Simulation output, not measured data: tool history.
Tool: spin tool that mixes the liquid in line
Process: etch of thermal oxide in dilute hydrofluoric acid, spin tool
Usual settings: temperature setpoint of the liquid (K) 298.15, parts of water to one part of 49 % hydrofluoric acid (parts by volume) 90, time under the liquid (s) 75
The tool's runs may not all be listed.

| run | day | temperature setpoint of the liquid (K) | parts of water to one part of 49 % hydrofluoric acid (parts by volume) | time under the liquid (s) | wafers since the last listed run | hours since the thermometer was replaced | hours since the hydrofluoric acid flow meter was replaced | hours since the gauge calibration | read-back film thickness of the thermal oxide reference wafer, read on the same gauge (nm) | thickness taken off the thermal oxide on a monitor wafer (angstrom) |
|---|---|---|---|---|---|---|---|---|---|---|
| 1 | 0.000 | 296.15 | 90 | 75 | 0 | 1958.7 | 1738.4 | 865.0 | 119.992 | 39.28 |
| 2 | 1.404 | 296.15 | 90 | 75 | 318 | 1992.4 | 1772.1 | 898.7 | 119.946 | 40.21 |
| 3 | 2.358 | 298.15 | 60 | 75 | 216 | 2015.3 | 1795.0 | 921.6 | 119.995 | 67.77 |
| 4 | 3.500 | 298.15 | 90 | 75 | 259 | 2042.7 | 1822.4 | 949.0 | 120.007 | 43.13 |
|  | 3.775 | thermometer replaced |
|  | 4.358 | hydrofluoric acid flow meter replaced |
| 5 | 5.567 | 294.15 | 90 | 75 | 450 | 43.0 | 29.0 | 998.6 | 120.021 | 39.51 |
| 6 | 6.108 | 294.15 | 90 | 75 | 122 | 56.0 | 42.0 | 1011.6 | 120.040 | 39.17 |
| 7 | 7.392 | 298.15 | 90 | 55 | 291 | 86.8 | 72.8 | 1042.4 | 120.041 | 33.73 |
| 8 | 8.233 | 298.15 | 90 | 55 | 191 | 107.0 | 93.0 | 1062.6 | 120.022 | 33.46 |
| 9 | 9.542 | 298.15 | 90 | 55 | 296 | 138.4 | 124.4 | 1094.0 | 119.987 | 34.27 |
|  | 10.104 | gauge calibrated |
| 10 | 10.667 | 296.15 | 65 | 75 | 255 | 165.4 | 151.4 | 13.5 | 119.991 | 59.62 |
| 11 | 11.392 | 298.15 | 90 | 40 | 164 | 182.8 | 168.8 | 30.9 | 119.959 | 24.51 |
| 12 | 12.004 | 296.15 | 90 | 50 | 139 | 197.5 | 183.5 | 45.6 | 119.952 | 27.84 |
| 13 | 12.929 | 303.15 | 90 | 110 | 209 | 219.7 | 205.7 | 67.8 | 120.019 | 80.63 |
| 14 | 13.504 | 298.15 | 90 | 75 | 130 | 233.5 | 219.5 | 81.6 | 119.965 | 46.11 |
| 15 | 14.767 | 296.15 | 90 | 75 | 286 | 263.8 | 249.8 | 111.9 | 120.021 | 41.97 |
| 16 | 16.121 | 298.15 | 90 | 75 | 307 | 296.3 | 282.3 | 144.4 | 119.964 | 45.68 |
| 17 | 17.138 | 293.15 | 65 | 75 | 230 | 320.7 | 306.7 | 168.8 | 120.021 | 52.78 |
| 18 | 18.475 | 293.65 | 115 | 75 | 303 | 352.8 | 338.8 | 200.9 | 119.998 | 28.39 |
| 19 | 21.433 | 299.65 | 80 | 95 | 671 | 423.8 | 409.8 | 271.9 | 119.984 | 69.59 |
| 20 | 22.154 | 298.15 | 90 | 75 | 163 | 441.1 | 427.1 | 289.2 | 119.995 | 45.04 |
| 21 | 22.792 | 294.15 | 105 | 120 | 144 | 456.4 | 442.4 | 304.5 | 120.018 | 51.46 |
| 22 | 23.696 | 298.15 | 90 | 75 | 205 | 478.1 | 464.1 | 326.2 | 119.991 | 44.98 |
| 23 | 24.450 | 298.15 | 90 | 75 | 171 | 496.2 | 482.2 | 344.3 | 119.962 | 45.38 |
| 24 | 25.542 | 301.65 | 90 | 75 | 247 | 522.4 | 508.4 | 370.5 | 119.995 | 51.50 |
| 25 | 26.750 | 298.15 | 135 | 75 | 274 | 551.4 | 537.4 | 399.5 | 120.019 | 28.21 |
| 26 | 27.458 | 298.15 | 90 | 35 | 160 | 568.4 | 554.4 | 416.5 | 120.012 | 20.67 |
| 27 | 28.179 | 294.15 | 70 | 110 | 163 | 585.7 | 571.7 | 433.8 | 120.015 | 74.15 |

Run 28 comes next. What will it give?
| 28 | 29.229 | 293.65 | 90 | 115 | 238 | 610.9 | 596.9 | 459.0 | ? | ? |

{"run 28": {"read-back film thickness of the thermal oxide reference wafer, read on the same gauge (nm)": 120.002, "thickness taken off the thermal oxide on a monitor wafer (angstrom)": 57.81}}
Without the tool's hidden state the same run would have given thickness taken off the thermal oxide on a monitor wafer (angstrom) 59.70.
